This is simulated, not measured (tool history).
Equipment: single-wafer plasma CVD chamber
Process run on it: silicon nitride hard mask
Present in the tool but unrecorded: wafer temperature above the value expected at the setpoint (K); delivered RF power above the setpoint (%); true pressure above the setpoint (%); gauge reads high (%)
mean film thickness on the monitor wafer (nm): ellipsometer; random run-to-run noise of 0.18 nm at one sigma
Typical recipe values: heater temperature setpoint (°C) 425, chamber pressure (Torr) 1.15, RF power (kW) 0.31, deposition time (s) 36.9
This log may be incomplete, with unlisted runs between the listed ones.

run,day,heater temperature setpoint (°C),chamber pressure (Torr),RF power (kW),deposition time (s),wafers since the last listed run,hours since the last thermocouple change,hours since the last RF generator calibration,hours since the last manometer calibration,hours since the showerhead was replaced,hours since the gauge calibration,"read-back reference wafer on the same gauge, thickness_nm",mean film thickness on the monitor wafer (nm)
1,0,425,1.15,0.31,40.1,0,237.6,1504.5,2593.8,6142.4,1991.4,42.674,43.383
2,3.058,425,1.15,0.31,36.9,915,311,1577.9,2667.2,6215.8,2064.8,42.7,39.588
3,6.2,425,1.15,0.31,36.9,940,386.4,1653.3,2742.6,6291.2,2140.2,42.662,40.19
# day 9.879: gauge calibrated
# day 10.225: RF generator calibrated
4,10.246,417,1.15,0.31,36.9,1111,483.5,0.5,2839.7,6388.3,8.8,42.733,40.383
5,14.521,429,1.15,0.31,39.4,1280,586.1,103.1,2942.3,6490.9,111.4,42.671,42.758
6,18.962,429,1.15,0.31,39.4,1330,692.7,209.7,3048.9,6597.5,218,42.696,42.7
# day 19.938: capacitance manometer re-zeroed and calibrated
7,22.117,429,1.15,0.31,39.4,844,768.4,285.4,52.3,6673.2,293.7,42.751,40.923
8,23.808,425,0.99,0.31,36.9,506,809,326,92.9,6713.8,334.3,42.705,35.845
9,25.821,425,0.99,0.31,36.9,602,857.3,374.3,141.2,6762.1,382.6,42.704,35.857
10,28.388,425,1.15,0.31,42.5,768,918.9,435.9,202.8,6823.7,444.2,42.693,44.343
11,32.879,425,1.15,0.31,36.9,1345,1026.7,543.7,310.6,6931.5,552,42.713,38.326
12,34.388,419,1.34,0.28,36.9,451,1062.9,579.9,346.8,6967.7,588.2,42.715,37.549
# day 35.892: thermocouple changed; heater temperature recalibrated
13,36.929,414,1.15,0.28,36.9,661,24.9,640.9,407.8,7028.7,649.2,42.699,35.28
14,40.396,419,1.34,0.28,36.9,1038,108.1,724.1,491,7111.9,732.4,42.669,37.558
15,43.333,433,1.33,0.31,36.9,879,178.6,794.6,561.5,7182.4,802.9,42.685,41.365
16,46.112,420,1.01,0.36,29.8,832,245.3,861.3,628.2,7249.1,869.6,42.715,33.206
17,48.467,425,1.15,0.325,36.9,705,301.8,917.8,684.7,7305.6,926.1,42.659,40.528
18,51.146,432,1,0.34,36.9,802,366.1,982.1,749,7369.9,990.4,42.69,39.036
# day 55.492: showerhead replaced
19,64.025,429,1.15,0.335,36.9,3757,675.2,1291.2,1058.1,204.8,1299.5,42.689,41.526
20,67.433,425,1.15,0.31,36.9,1020,757,1373,1139.9,286.6,1381.3,42.74,38.97
21,70.629,425,0.93,0.31,36.9,957,833.7,1449.7,1216.6,363.3,1458,42.701,35.077
22,72.712,425,1.15,0.31,44.3,623,883.7,1499.7,1266.6,413.3,1508,42.71,46.504
23,76.183,425,0.98,0.31,33.1,1039,967,1583,1349.9,496.6,1591.3,42.678,32.44
24,80.067,425,1.06,0.31,36.9,1163,1060.2,1676.2,1443.1,589.8,1684.5,42.674,37.473
# day 81.404: RF generator calibrated
# day 82.138: thermocouple changed; heater temperature recalibrated
25,82.975,425,1.05,0.31,36.9,671,20.1,37.7,1512.9,659.6,1754.3,42.719,37.511
26,87.254,425,0.93,0.365,38.9,1281,122.8,140.4,1615.6,762.3,1857,42.676,42.72
27,91.088,425,1.15,0.345,33.2,1148,214.8,232.4,1707.6,854.3,1949,42.713,38.717

Predict each of these 5 candidate next runs independently; none follows another, all start after run 27:
A,91.104,421,1.15,0.31,36.9,4,215.2,232.8,1708,854.7,1949.4,?,?
B,91.104,425,1.24,0.31,30.2,4,215.2,232.8,1708,854.7,1949.4,?,?
C,91.104,425,1.15,0.33,41.9,4,215.2,232.8,1708,854.7,1949.4,?,?
D,91.104,411,1.41,0.31,36.9,4,215.2,232.8,1708,854.7,1949.4,?,?
E,91.104,412,1.15,0.31,33.7,4,215.2,232.8,1708,854.7,1949.4,?,?

run,"read-back reference wafer on the same gauge, thickness_nm",mean film thickness on the monitor wafer (nm)
A,42.758,39.286
B,42.758,33.197
C,42.758,47.024
D,42.758,42.916
E,42.758,36.013
Without the tool's unlogged condition, the same runs would have read:
run,mean film thickness on the monitor wafer (nm)
A,38.459
B,32.502
C,46.033
D,42.077
E,35.254
